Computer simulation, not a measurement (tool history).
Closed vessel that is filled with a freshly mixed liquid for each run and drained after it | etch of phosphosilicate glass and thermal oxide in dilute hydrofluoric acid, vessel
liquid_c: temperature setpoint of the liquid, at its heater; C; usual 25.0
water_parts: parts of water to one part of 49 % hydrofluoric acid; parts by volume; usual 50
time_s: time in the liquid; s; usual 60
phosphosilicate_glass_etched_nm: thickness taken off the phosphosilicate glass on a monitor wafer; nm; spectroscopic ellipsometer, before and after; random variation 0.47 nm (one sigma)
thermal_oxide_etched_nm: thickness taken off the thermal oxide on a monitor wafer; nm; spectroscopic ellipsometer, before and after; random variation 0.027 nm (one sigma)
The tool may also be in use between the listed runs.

| run | hour | liquid_c | water_parts | time_s | wafers since the last listed run | hours since the thermometer was replaced | hours since the hydrofluoric acid flow meter was replaced | hours since the gauge calibration | read-back film thickness of the phosphosilicate glass reference wafer, read on the same gauge (nm) | read-back film thickness of the thermal oxide reference wafer, read on the same gauge (nm) | phosphosilicate_glass_etched_nm | thermal_oxide_etched_nm |
|---|---|---|---|---|---|---|---|---|---|---|---|---|
| 1 | 0.0 | 25.0 | 50 | 60 | 0 | 2241.6 | 875.1 | 2137.1 | 29.93 | 119.98 | 126.83 | 6.32 |
|  | 35.3 | gauge calibrated |
| 2 | 51.1 | 25.0 | 70 | 60 | 4677 | 2292.7 | 926.2 | 15.8 | 29.97 | 120.02 | 87.45 | 4.36 |
| 3 | 109.7 | 20.5 | 50 | 60 | 5364 | 2351.3 | 984.8 | 74.4 | 29.99 | 119.98 | 104.38 | 5.24 |
| 4 | 163.9 | 26.5 | 60 | 60 | 4961 | 2405.5 | 1039.0 | 128.6 | 30.03 | 119.99 | 109.53 | 5.48 |
| 5 | 217.6 | 25.0 | 50 | 60 | 4915 | 2459.2 | 1092.7 | 182.3 | 30.00 | 119.95 | 125.95 | 6.28 |
| 6 | 258.8 | 25.0 | 50 | 60 | 3771 | 2500.4 | 1133.9 | 223.5 | 29.98 | 120.05 | 125.50 | 6.31 |
| 7 | 326.4 | 26.5 | 65 | 80 | 6188 | 2568.0 | 1201.5 | 291.1 | 29.98 | 120.00 | 134.33 | 6.70 |
| 8 | 395.8 | 20.5 | 25 | 50 | 6353 | 2637.4 | 1270.9 | 360.5 | 30.00 | 120.02 | 177.85 | 8.92 |
| 9 | 525.0 | 25.0 | 50 | 60 | 11827 | 2766.6 | 1400.1 | 489.7 | 29.98 | 120.04 | 124.94 | 6.30 |
| 10 | 583.1 | 29.0 | 65 | 60 | 5318 | 2824.7 | 1458.2 | 547.8 | 29.98 | 119.97 | 111.09 | 5.52 |
| 11 | 631.4 | 25.0 | 50 | 60 | 4421 | 2873.0 | 1506.5 | 596.1 | 30.03 | 120.03 | 124.96 | 6.21 |
| 12 | 656.0 | 25.0 | 50 | 60 | 2251 | 2897.6 | 1531.1 | 620.7 | 30.01 | 120.03 | 125.35 | 6.24 |
|  | 690.4 | hydrofluoric acid flow meter replaced |
| 13 | 702.0 | 25.0 | 50 | 75 | 4119 | 2943.6 | 11.6 | 666.7 | 29.99 | 119.99 | 156.63 | 7.76 |
|  | 847.2 | thermometer replaced |
| 14 | 898.7 | 25.0 | 50 | 30 | 17914 | 51.5 | 208.3 | 863.4 | 29.96 | 119.98 | 65.64 | 3.29 |
| 15 | 927.1 | 25.0 | 75 | 60 | 2599 | 79.9 | 236.7 | 891.8 | 30.01 | 120.03 | 84.80 | 4.24 |
| 16 | 963.2 | 23.0 | 50 | 85 | 3304 | 116.0 | 272.8 | 927.9 | 30.00 | 120.02 | 170.89 | 8.61 |
| 17 | 1035.0 | 22.0 | 30 | 60 | 6572 | 187.8 | 344.6 | 999.7 | 29.98 | 120.04 | 197.39 | 9.86 |
| 18 | 1078.9 | 29.0 | 50 | 60 | 4018 | 231.7 | 388.5 | 1043.6 | 30.02 | 120.04 | 153.27 | 7.72 |
| 19 | 1152.1 | 25.0 | 70 | 70 | 6700 | 304.9 | 461.7 | 1116.8 | 29.98 | 120.01 | 106.57 | 5.30 |
| 20 | 1177.0 | 27.5 | 35 | 80 | 2279 | 329.8 | 486.6 | 1141.7 | 29.97 | 120.01 | 280.56 | 14.15 |
| 21 | 1238.8 | 25.0 | 50 | 45 | 5657 | 391.6 | 548.4 | 1203.5 | 30.03 | 120.00 | 97.76 | 4.89 |
| 22 | 1290.2 | 25.0 | 45 | 60 | 4705 | 443.0 | 599.8 | 1254.9 | 30.05 | 119.99 | 146.76 | 7.27 |
| 23 | 1349.5 | 27.5 | 40 | 45 | 5428 | 502.3 | 659.1 | 1314.2 | 30.00 | 120.00 | 136.87 | 6.83 |
| 24 | 1385.0 | 25.0 | 70 | 75 | 3249 | 537.8 | 694.6 | 1349.7 | 29.98 | 120.00 | 113.10 | 5.65 |

5 ways to go on from here, each from the tool as it stands after run 24. What would each give?
| A | 1385.7 | 25.0 | 50 | 60 | 64 | 538.5 | 695.3 | 1350.4 | ? | ? | ? | ? |
| B | 1385.7 | 25.0 | 65 | 60 | 64 | 538.5 | 695.3 | 1350.4 | ? | ? | ? | ? |
| C | 1385.7 | 21.5 | 30 | 60 | 64 | 538.5 | 695.3 | 1350.4 | ? | ? | ? | ? |
| D | 1385.7 | 26.5 | 45 | 40 | 64 | 538.5 | 695.3 | 1350.4 | ? | ? | ? | ? |
| E | 1385.7 | 26.5 | 45 | 30 | 64 | 538.5 | 695.3 | 1350.4 | ? | ? | ? | ? |

| run | read-back film thickness of the phosphosilicate glass reference wafer, read on the same gauge (nm) | read-back film thickness of the thermal oxide reference wafer, read on the same gauge (nm) | phosphosilicate_glass_etched_nm | thermal_oxide_etched_nm |
|---|---|---|---|---|
| A | 29.96 | 119.96 | 129.97 | 6.51 |
| B | 29.96 | 119.96 | 97.99 | 4.91 |
| C | 29.96 | 119.96 | 192.08 | 9.62 |
| D | 29.96 | 119.96 | 103.05 | 5.16 |
| E | 29.96 | 119.96 | 77.29 | 3.87 |
Without the tool's hidden state the same runs would have given:
| run | phosphosilicate_glass_etched_nm | thermal_oxide_etched_nm |
|---|---|---|
| A | 131.14 | 6.57 |
| B | 98.86 | 4.95 |
| C | 193.89 | 9.71 |
| D | 103.97 | 5.21 |
| E | 77.98 | 3.91 |

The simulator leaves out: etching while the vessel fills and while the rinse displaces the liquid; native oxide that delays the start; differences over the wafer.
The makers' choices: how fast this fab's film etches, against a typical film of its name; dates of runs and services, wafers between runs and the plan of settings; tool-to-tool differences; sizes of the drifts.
